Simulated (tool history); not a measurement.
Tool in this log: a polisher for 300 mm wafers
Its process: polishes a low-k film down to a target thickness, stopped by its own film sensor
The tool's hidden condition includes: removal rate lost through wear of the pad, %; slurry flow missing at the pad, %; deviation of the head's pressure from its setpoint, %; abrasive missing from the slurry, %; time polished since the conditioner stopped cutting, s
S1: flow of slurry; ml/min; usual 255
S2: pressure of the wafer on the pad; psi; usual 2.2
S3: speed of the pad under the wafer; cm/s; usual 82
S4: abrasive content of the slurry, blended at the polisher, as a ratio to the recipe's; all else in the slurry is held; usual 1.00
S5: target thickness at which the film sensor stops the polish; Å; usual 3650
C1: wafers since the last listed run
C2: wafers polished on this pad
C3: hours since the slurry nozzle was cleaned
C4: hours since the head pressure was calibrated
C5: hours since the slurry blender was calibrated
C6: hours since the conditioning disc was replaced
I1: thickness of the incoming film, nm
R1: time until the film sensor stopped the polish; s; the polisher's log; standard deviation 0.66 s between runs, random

{"run": 1, "hour": 0.0, "S1": 255, "S2": 2.2, "S3": 82, "S4": 1.0, "S5": 3650, "C1": 0, "C2": 223, "C3": 404.8, "C4": 863.9, "C5": 232.2, "C6": 33.1, "I1": 402.6, "R1": 86.5}
{"hour": 21.0, "done": "slurry blender recalibrated"}
{"run": 2, "hour": 21.5, "S1": 255, "S2": 2.2, "S3": 82, "S4": 1.0, "S5": 3650, "C1": 175, "C2": 399, "C3": 426.3, "C4": 885.4, "C5": 0.5, "C6": 54.6, "I1": 405.6, "R1": 94.1}
{"run": 3, "hour": 40.2, "S1": 185, "S2": 2.2, "S3": 82, "S4": 1.0, "S5": 3570, "C1": 168, "C2": 568, "C3": 445.0, "C4": 904.1, "C5": 19.2, "C6": 73.3, "I1": 397.0, "R1": 97.3}
{"hour": 46.7, "done": "slurry nozzle cleaned"}
{"run": 4, "hour": 70.2, "S1": 185, "S2": 2.2, "S3": 82, "S4": 1.0, "S5": 3570, "C1": 261, "C2": 829, "C3": 23.5, "C4": 934.1, "C5": 49.2, "C6": 103.3, "I1": 398.6, "R1": 102.6}
{"run": 5, "hour": 105.7, "S1": 255, "S2": 2.2, "S3": 82, "S4": 1.0, "S5": 3650, "C1": 320, "C2": 1150, "C3": 59.0, "C4": 969.6, "C5": 84.7, "C6": 138.8, "I1": 400.5, "R1": 83.3}
{"hour": 116.4, "done": "worn pad replaced by a new one"}
{"run": 6, "hour": 127.2, "S1": 255, "S2": 2.2, "S3": 82, "S4": 1.0, "S5": 3650, "C1": 157, "C2": 97, "C3": 80.5, "C4": 991.1, "C5": 106.2, "C6": 160.3, "I1": 402.3, "R1": 87.9}
{"run": 7, "hour": 182.2, "S1": 255, "S2": 2.2, "S3": 70, "S4": 1.0, "S5": 3650, "C1": 496, "C2": 593, "C3": 135.5, "C4": 1046.1, "C5": 161.2, "C6": 215.3, "I1": 397.7, "R1": 85.3}
{"run": 8, "hour": 196.0, "S1": 255, "S2": 2.2, "S3": 70, "S4": 1.0, "S5": 3650, "C1": 124, "C2": 718, "C3": 149.3, "C4": 1059.9, "C5": 175.0, "C6": 229.1, "I1": 405.3, "R1": 105.1}
{"run": 9, "hour": 210.6, "S1": 255, "S2": 2.2, "S3": 70, "S4": 1.0, "S5": 3650, "C1": 131, "C2": 850, "C3": 163.9, "C4": 1074.5, "C5": 189.6, "C6": 243.7, "I1": 407.5, "R1": 114.0}
{"hour": 216.0, "done": "conditioning disc replaced and pad reconditioned"}
{"run": 10, "hour": 234.3, "S1": 255, "S2": 2.0, "S3": 82, "S4": 1.25, "S5": 3650, "C1": 195, "C2": 1045, "C3": 187.6, "C4": 1098.2, "C5": 213.3, "C6": 18.3, "I1": 398.9, "R1": 83.4}
{"hour": 241.1, "done": "worn pad replaced by a new one"}
{"run": 11, "hour": 261.0, "S1": 255, "S2": 2.0, "S3": 82, "S4": 1.25, "S5": 3650, "C1": 204, "C2": 179, "C3": 214.3, "C4": 1124.9, "C5": 240.0, "C6": 45.0, "I1": 396.2, "R1": 76.8}
{"run": 12, "hour": 293.7, "S1": 280, "S2": 1.7, "S3": 82, "S4": 1.1, "S5": 3650, "C1": 295, "C2": 474, "C3": 247.0, "C4": 1157.6, "C5": 272.7, "C6": 77.7, "I1": 404.3, "R1": 111.8}
{"hour": 301.6, "done": "slurry blender recalibrated"}
{"hour": 335.7, "done": "conditioning disc replaced and pad reconditioned, repeated, since the last time left the tool worse"}
{"hour": 373.7, "done": "worn pad replaced by a new one"}
{"hour": 390.2, "done": "head pressure recalibrated"}
{"run": 13, "hour": 390.7, "S1": 255, "S2": 2.2, "S3": 82, "S4": 1.0, "S5": 3650, "C1": 785, "C2": 135, "C3": 344.0, "C4": 0.5, "C5": 89.1, "C6": 55.0, "I1": 399.5, "R1": 80.4}
{"run": 14, "hour": 424.5, "S1": 255, "S2": 2.2, "S3": 98, "S4": 0.85, "S5": 3550, "C1": 305, "C2": 440, "C3": 377.8, "C4": 34.3, "C5": 122.9, "C6": 88.8, "I1": 401.0, "R1": 105.3}
{"run": 15, "hour": 445.6, "S1": 255, "S2": 2.2, "S3": 98, "S4": 0.85, "S5": 3550, "C1": 190, "C2": 631, "C3": 398.9, "C4": 55.4, "C5": 144.0, "C6": 109.9, "I1": 401.9, "R1": 109.5}
{"run": 16, "hour": 458.0, "S1": 255, "S2": 2.2, "S3": 82, "S4": 1.0, "S5": 3650, "C1": 111, "C2": 743, "C3": 411.3, "C4": 67.8, "C5": 156.4, "C6": 122.3, "I1": 400.0, "R1": 81.7}
{"run": 17, "hour": 470.7, "S1": 255, "S2": 2.2, "S3": 82, "S4": 0.9, "S5": 3650, "C1": 114, "C2": 857, "C3": 424.0, "C4": 80.5, "C5": 169.1, "C6": 135.0, "I1": 408.3, "R1": 106.8}
{"hour": 478.2, "done": "slurry nozzle cleaned"}
{"hour": 486.4, "done": "worn pad replaced by a new one"}
{"run": 18, "hour": 502.9, "S1": 255, "S2": 2.2, "S3": 74, "S4": 1.0, "S5": 3700, "C1": 245, "C2": 149, "C3": 24.7, "C4": 112.7, "C5": 201.3, "C6": 167.2, "I1": 400.2, "R1": 74.6}
{"run": 19, "hour": 531.9, "S1": 295, "S2": 3.0, "S3": 82, "S4": 1.1, "S5": 3560, "C1": 261, "C2": 410, "C3": 53.7, "C4": 141.7, "C5": 230.3, "C6": 196.2, "I1": 402.3, "R1": 84.6}
{"hour": 552.6, "done": "conditioning disc replaced and pad reconditioned"}
{"run": 20, "hour": 567.6, "S1": 210, "S2": 2.2, "S3": 82, "S4": 1.0, "S5": 3650, "C1": 304, "C2": 714, "C3": 89.4, "C4": 177.4, "C5": 266.0, "C6": 15.0, "I1": 401.3, "R1": 85.2}
{"run": 21, "hour": 600.8, "S1": 190, "S2": 2.8, "S3": 72, "S4": 1.0, "S5": 3650, "C1": 299, "C2": 1014, "C3": 122.6, "C4": 210.6, "C5": 299.2, "C6": 48.2, "I1": 393.3, "R1": 61.5}
{"hour": 609.8, "done": "worn pad replaced by a new one"}
{"hour": 622.9, "done": "slurry blender recalibrated"}
{"run": 22, "hour": 630.5, "S1": 225, "S2": 2.2, "S3": 70, "S4": 0.75, "S5": 3580, "C1": 213, "C2": 168, "C3": 152.3, "C4": 240.3, "C5": 7.6, "C6": 77.9, "I1": 404.7, "R1": 136.5}

Forecast each of these 5 alternatives for the next run:
{"run": "A", "hour": 631.0, "S1": 255, "S2": 2.6, "S3": 82, "S4": 1.0, "S5": 3650, "C1": 4, "C2": 173, "C3": 152.8, "C4": 240.8, "C5": 8.1, "C6": 78.4, "I1": 392.7, "R1": "?"}
{"run": "B", "hour": 631.0, "S1": 255, "S2": 2.8, "S3": 58, "S4": 1.2, "S5": 3700, "C1": 4, "C2": 173, "C3": 152.8, "C4": 240.8, "C5": 8.1, "C6": 78.4, "I1": 392.7, "R1": "?"}
{"run": "C", "hour": 631.0, "S1": 255, "S2": 2.2, "S3": 102, "S4": 1.0, "S5": 3650, "C1": 4, "C2": 173, "C3": 152.8, "C4": 240.8, "C5": 8.1, "C6": 78.4, "I1": 392.7, "R1": "?"}
{"run": "D", "hour": 631.0, "S1": 255, "S2": 2.2, "S3": 70, "S4": 0.8, "S5": 3650, "C1": 4, "C2": 173, "C3": 152.8, "C4": 240.8, "C5": 8.1, "C6": 78.4, "I1": 392.7, "R1": "?"}
{"run": "E", "hour": 631.0, "S1": 255, "S2": 2.4, "S3": 82, "S4": 1.0, "S5": 3650, "C1": 4, "C2": 173, "C3": 152.8, "C4": 240.8, "C5": 8.1, "C6": 78.4, "I1": 392.7, "R1": "?"}

run=A R1=57.0
run=B R1=48.2
run=C R1=57.1
run=D R1=77.0
run=E R1=60.3
What these runs would have given with no unlogged condition in the tool:
run=A R1=56.3
run=B R1=47.6
run=C R1=56.3
run=D R1=76.2
run=E R1=59.6
